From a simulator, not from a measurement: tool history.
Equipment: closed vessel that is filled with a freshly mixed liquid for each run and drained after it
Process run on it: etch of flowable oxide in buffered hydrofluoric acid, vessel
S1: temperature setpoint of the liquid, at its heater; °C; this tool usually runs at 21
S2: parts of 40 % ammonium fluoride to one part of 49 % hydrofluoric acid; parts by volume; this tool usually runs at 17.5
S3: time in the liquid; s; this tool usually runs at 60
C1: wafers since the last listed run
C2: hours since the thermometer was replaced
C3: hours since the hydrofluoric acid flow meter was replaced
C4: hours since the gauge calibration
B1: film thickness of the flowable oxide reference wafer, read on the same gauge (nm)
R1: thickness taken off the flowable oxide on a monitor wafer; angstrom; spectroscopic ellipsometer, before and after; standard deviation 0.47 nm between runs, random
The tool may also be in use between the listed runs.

{"run": 1, "hour": 0.0, "S1": 21, "S2": 17.5, "S3": 60, "C1": 0, "C2": 399.6, "C3": 1221, "C4": 358.1, "B1": 140.02, "R1": 985}
{"run": 2, "hour": 56.4, "S1": 17.5, "S2": 17.5, "S3": 35, "C1": 3695, "C2": 456, "C3": 1277.4, "C4": 414.5, "B1": 139.99, "R1": 468.6}
{"run": 3, "hour": 117.5, "S1": 21, "S2": 17.5, "S3": 60, "C1": 4003, "C2": 517.1, "C3": 1338.5, "C4": 475.6, "B1": 139.99, "R1": 985.9}
{"run": 4, "hour": 204.9, "S1": 21, "S2": 17.5, "S3": 80, "C1": 5726, "C2": 604.5, "C3": 1425.9, "C4": 563, "B1": 139.99, "R1": 1291}
{"run": 5, "hour": 294.5, "S1": 21, "S2": 17.5, "S3": 60, "C1": 5870, "C2": 694.1, "C3": 1515.5, "C4": 652.6, "B1": 139.99, "R1": 965.3}
{"run": 6, "hour": 350.3, "S1": 21, "S2": 14, "S3": 60, "C1": 3656, "C2": 749.9, "C3": 1571.3, "C4": 708.4, "B1": 140, "R1": 1207.7}
{"run": 7, "hour": 542.4, "S1": 21, "S2": 17.5, "S3": 60, "C1": 12586, "C2": 942, "C3": 1763.4, "C4": 900.5, "B1": 140, "R1": 953.9}
{"run": 8, "hour": 625.0, "S1": 21, "S2": 17.5, "S3": 60, "C1": 5411, "C2": 1024.6, "C3": 1846, "C4": 983.1, "B1": 140, "R1": 947.2}
{"hour": 630.7, "done": "gauge calibrated"}
{"run": 9, "hour": 845.4, "S1": 23, "S2": 24, "S3": 75, "C1": 14440, "C2": 1245, "C3": 2066.4, "C4": 214.7, "B1": 140.02, "R1": 1025.5}
{"run": 10, "hour": 909.6, "S1": 25, "S2": 10.5, "S3": 70, "C1": 4206, "C2": 1309.2, "C3": 2130.6, "C4": 278.9, "B1": 139.99, "R1": 2228.1}
{"run": 11, "hour": 971.8, "S1": 21, "S2": 14, "S3": 60, "C1": 4075, "C2": 1371.4, "C3": 2192.8, "C4": 341.1, "B1": 139.98, "R1": 1152.3}
{"run": 12, "hour": 1010.2, "S1": 25.5, "S2": 21, "S3": 90, "C1": 2515, "C2": 1409.8, "C3": 2231.2, "C4": 379.5, "B1": 139.99, "R1": 1544.3}
{"hour": 1123.0, "done": "hydrofluoric acid flow meter replaced"}
{"hour": 1209.7, "done": "thermometer replaced"}
{"run": 13, "hour": 1226.1, "S1": 21, "S2": 17.5, "S3": 60, "C1": 14014, "C2": 16.4, "C3": 103.1, "C4": 595.4, "B1": 140, "R1": 1031.3}
{"run": 14, "hour": 1333.7, "S1": 22.5, "S2": 14, "S3": 75, "C1": 7049, "C2": 124, "C3": 210.7, "C4": 703, "B1": 139.99, "R1": 1758.3}
{"run": 15, "hour": 1379.9, "S1": 21, "S2": 24, "S3": 95, "C1": 3027, "C2": 170.2, "C3": 256.9, "C4": 749.2, "B1": 140, "R1": 1266.4}
{"run": 16, "hour": 1476.5, "S1": 21, "S2": 17.5, "S3": 60, "C1": 6329, "C2": 266.8, "C3": 353.5, "C4": 845.8, "B1": 140.01, "R1": 1033.4}
{"run": 17, "hour": 1558.0, "S1": 23, "S2": 15.5, "S3": 60, "C1": 5339, "C2": 348.3, "C3": 435, "C4": 927.3, "B1": 140.01, "R1": 1293.3}

Branching from run 17: 3 alternative next runs. What would each branch give?
{"run": "A", "hour": 1558.7, "S1": 21, "S2": 17.5, "S3": 60, "C1": 45, "C2": 349, "C3": 435.7, "C4": 928, "B1": "?", "R1": "?"}
{"run": "B", "hour": 1558.7, "S1": 21, "S2": 22, "S3": 60, "C1": 45, "C2": 349, "C3": 435.7, "C4": 928, "B1": "?", "R1": "?"}
{"run": "C", "hour": 1558.7, "S1": 21, "S2": 11, "S3": 90, "C1": 45, "C2": 349, "C3": 435.7, "C4": 928, "B1": "?", "R1": "?"}

run=A B1=140.01 R1=1020.6
run=B B1=140.01 R1=842.1
run=C B1=140.01 R1=2415.3
Stripped of hidden state, with their random variation kept, the same runs would have yielded:
run=A R1=1057.9
run=B R1=868.3
run=C R1=2502.9

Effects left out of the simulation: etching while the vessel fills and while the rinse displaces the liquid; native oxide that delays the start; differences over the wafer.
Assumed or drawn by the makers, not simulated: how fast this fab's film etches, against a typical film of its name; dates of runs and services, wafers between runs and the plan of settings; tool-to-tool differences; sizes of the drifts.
